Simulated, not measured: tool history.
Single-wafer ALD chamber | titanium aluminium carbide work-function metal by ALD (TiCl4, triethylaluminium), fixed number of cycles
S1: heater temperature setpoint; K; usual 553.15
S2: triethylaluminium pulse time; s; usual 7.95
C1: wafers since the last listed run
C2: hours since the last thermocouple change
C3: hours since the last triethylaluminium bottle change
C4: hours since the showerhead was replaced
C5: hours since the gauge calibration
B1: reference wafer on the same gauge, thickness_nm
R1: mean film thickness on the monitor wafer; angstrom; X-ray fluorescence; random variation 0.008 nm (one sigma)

run,hour,S1,S2,C1,C2,C3,C4,C5,B1,R1
1,0,565.15,7.95,0,2134.7,207.1,4989,31.6,1.85,20.76
2,33.6,553.15,7.95,355,2168.3,240.7,5022.6,65.2,1.849,19.38
3,59.4,553.15,7.95,272,2194.1,266.5,5048.4,91,1.848,19.43
4,124.3,553.15,7.95,686,2259,331.4,5113.3,155.9,1.848,19.07
5,186.1,553.15,7.95,653,2320.8,393.2,5175.1,217.7,1.852,19.17
6,252.4,546.15,6.47,701,2387.1,459.5,5241.4,284,1.848,17.78
7,319.9,546.15,6.47,713,2454.6,527,5308.9,351.5,1.852,17.71
8,378.1,553.15,7.95,615,2512.8,585.2,5367.1,409.7,1.85,18.99
9,414.1,553.15,7.95,380,2548.8,621.2,5403.1,445.7,1.851,19.16
10,477.3,553.15,7.95,668,2612,684.4,5466.3,508.9,1.848,19.05
11,544.8,553.15,10.4,713,2679.5,751.9,5533.8,576.4,1.85,19.73
12,613.8,553.15,10.4,729,2748.5,820.9,5602.8,645.4,1.849,19.92
13,652,553.15,10.4,404,2786.7,859.1,5641,683.6,1.849,19.96
# hour 671.1: thermocouple changed; heater temperature recalibrated
# hour 675.5: triethylaluminium bottle replaced
14,709.4,553.15,7.95,476,38.3,33.9,5698.4,741,1.849,19.67
15,733.7,553.15,7.95,257,62.6,58.2,5722.7,765.3,1.851,19.73
16,781.1,553.15,7.95,501,110,105.6,5770.1,812.7,1.85,19.75
17,822.9,558.15,9.65,442,151.8,147.4,5811.9,854.5,1.85,20.71
18,853.4,553.15,5.85,322,182.3,177.9,5842.4,885,1.849,18.71
19,888.6,553.15,10.68,372,217.5,213.1,5877.6,920.2,1.849,20.35
20,936.9,553.15,7.95,510,265.8,261.4,5925.9,968.5,1.852,19.44
21,979.2,542.15,7.95,447,308.1,303.7,5968.2,1010.8,1.85,18.33
22,1018,553.15,7.95,410,346.9,342.5,6007,1049.6,1.849,19.34
23,1075.5,565.15,6.51,608,404.4,400,6064.5,1107.1,1.849,19.71
# hour 1112.7: gauge calibrated
24,1124.9,558.15,6.69,522,453.8,449.4,6113.9,12.2,1.851,19.07
# hour 1196.4: showerhead replaced, of another model than before
25,1196.7,553.15,7.95,674,525.6,521.2,0.3,84,1.852,18.6
26,1266.3,565.15,5.14,736,595.2,590.8,69.9,153.6,1.853,15.84
27,1302.8,564.15,7.95,386,631.7,627.3,106.4,190.1,1.849,19.66
28,1392.3,553.15,7.95,946,721.2,716.8,195.9,279.6,1.85,18.45
29,1433.4,543.15,9.48,434,762.3,757.9,237,320.7,1.849,18.4
# hour 1473.1: triethylaluminium bottle replaced
30,1500.1,553.15,9.35,620,829,27,303.7,387.4,1.849,20.27
31,1554.2,560.15,10.72,572,883.1,81.1,357.8,441.5,1.848,21.27

The next listed run, before its measurement:
32,1613.4,561.15,6.74,626,942.3,140.3,417,500.7,?,?

Run 32 gave B1 1.848, R1 18.96 angstrom.
Without the tool's hidden state the same run would have given R1 19.73 angstrom.

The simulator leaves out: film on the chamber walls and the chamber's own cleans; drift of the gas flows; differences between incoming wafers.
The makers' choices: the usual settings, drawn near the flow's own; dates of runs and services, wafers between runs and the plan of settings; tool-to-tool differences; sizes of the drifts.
